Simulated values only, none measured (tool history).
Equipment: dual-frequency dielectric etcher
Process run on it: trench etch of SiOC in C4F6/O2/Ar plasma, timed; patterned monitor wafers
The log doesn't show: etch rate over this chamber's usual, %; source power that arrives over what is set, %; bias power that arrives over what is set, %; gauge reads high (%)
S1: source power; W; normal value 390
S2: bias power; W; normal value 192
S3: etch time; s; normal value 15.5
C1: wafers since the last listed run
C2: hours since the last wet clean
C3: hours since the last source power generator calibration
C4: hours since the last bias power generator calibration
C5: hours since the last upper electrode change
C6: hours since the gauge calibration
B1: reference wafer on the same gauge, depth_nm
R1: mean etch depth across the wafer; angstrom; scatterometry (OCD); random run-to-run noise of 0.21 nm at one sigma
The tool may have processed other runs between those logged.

run     day   S1   S2    S3    C1     C2      C3      C4      C5      C6     B1     R1
  1       0  390  192  15.5     0  452.4  1608.4  2603.4  3701.7  1591.4   32.9    321
      5.067  -- wet clean of the chamber
  2   5.088  390  192  15.5  1879    0.5  1730.5  2725.5  3823.8  1713.5  32.87  328.5
  3   8.046  390  192  15.5  1360   71.5  1801.5  2796.5  3894.8  1784.5  32.91  326.8
  4  19.646  390  192  15.5  5334  349.9  2079.9  3074.9  4173.2  2062.9  32.85  321.6
  5   21.15  390  192  15.5   691    386    2116    3111  4209.3    2099  32.91  321.6
  6  23.862  390  192  15.5  1247  451.1  2181.1  3176.1  4274.4  2164.1  32.91  322.5
       25.6  -- wet clean of the chamber
  7   25.65  390  192  15.5   362    1.2    2224    3219  4317.3    2207  32.91  334.9
  8  29.008  390  192  15.5  1544   81.8  2304.6  3299.6  4397.9  2287.6  32.89  329.8
  9  30.946  350  192  15.5   890  128.3  2351.1  3346.1  4444.4  2334.1  32.88  315.3
      31.95  -- gauge calibrated
     35.162  -- upper electrode replaced
 10  38.575  450  225  15.5  3048  311.4  2534.2  3529.2    81.9     159   32.9  369.3
 11  42.383  390  192  15.5  1751  402.8  2625.6  3620.6   173.3   250.4  32.89    323
 12  44.404  390  192  15.5   929  451.3  2674.1  3669.1   221.8   298.9  32.87  323.1
     45.967  -- wet clean of the chamber
 13    46.1  390  171    14   319    3.2  2714.8  3709.8   262.5   339.6  32.89  289.8
 14  52.012  390  209    18  2718  145.1  2856.7  3851.7   404.4   481.5  32.91  391.9
 15  54.521  390  192  15.5  1153  205.3  2916.9  3911.9   464.6   541.7  32.89  321.4
 16  57.692  390  192  15.5  1458  281.4    2993    3988   540.7   617.8  32.89  325.2
 17  59.629  390  228  12.5   890  327.9  3039.5  4034.5   587.2   664.3  32.93  279.5
     63.117  -- source power generator calibrated
 18  63.138  390  192  15.5  1536  412.1     0.5  4118.7   671.4   748.5  32.88  321.1
 19  64.625  450  162    17   684  447.8    36.2  4154.4   707.1   784.2  32.92  353.7
     65.412  -- bias power generator calibrated
     65.846  -- wet clean of the chamber
 20  68.958  390  167  19.5  1715   74.7   140.2    85.1   811.1   888.2   32.9  389.1
 21  78.538  470  164  15.5  4405  304.6   370.1     315    1041  1118.1  32.86  331.6
 22  82.992  390  153    13  2048  411.5     477   421.9  1147.9    1225  32.88  244.4
     85.358  -- wet clean of the chamber
 23  85.379  390  192  18.5   638    0.5   534.3   479.2  1205.2  1282.3   32.9  393.5
 24  88.575  390  192  15.5  1469   77.2     611   555.9  1281.9    1359  32.89  330.4

Run-by-run hidden state of the tool:
source power that arrives over what is set, %: 0 at every run
bias power that arrives over what is set, %: 0 at every run
gauge reads high (%): 0 at every run
H1: etch rate over this chamber's usual, %
run       H1
  1    -3.79
  2   -0.136
  3   -0.612
  4    -2.48
  5    -2.72
  6    -3.16
  7    0.555
  8   0.0144
  9   -0.297
 10    -1.52
 11    -2.14
 12    -2.46
 13    0.052
 14   -0.899
 15     -1.3
 16    -1.81
 17    -2.12
 18    -2.69
 19    -2.93
 20    -1.35
 21    -2.89
 22     -3.6
 23  -0.0153
 24   -0.529
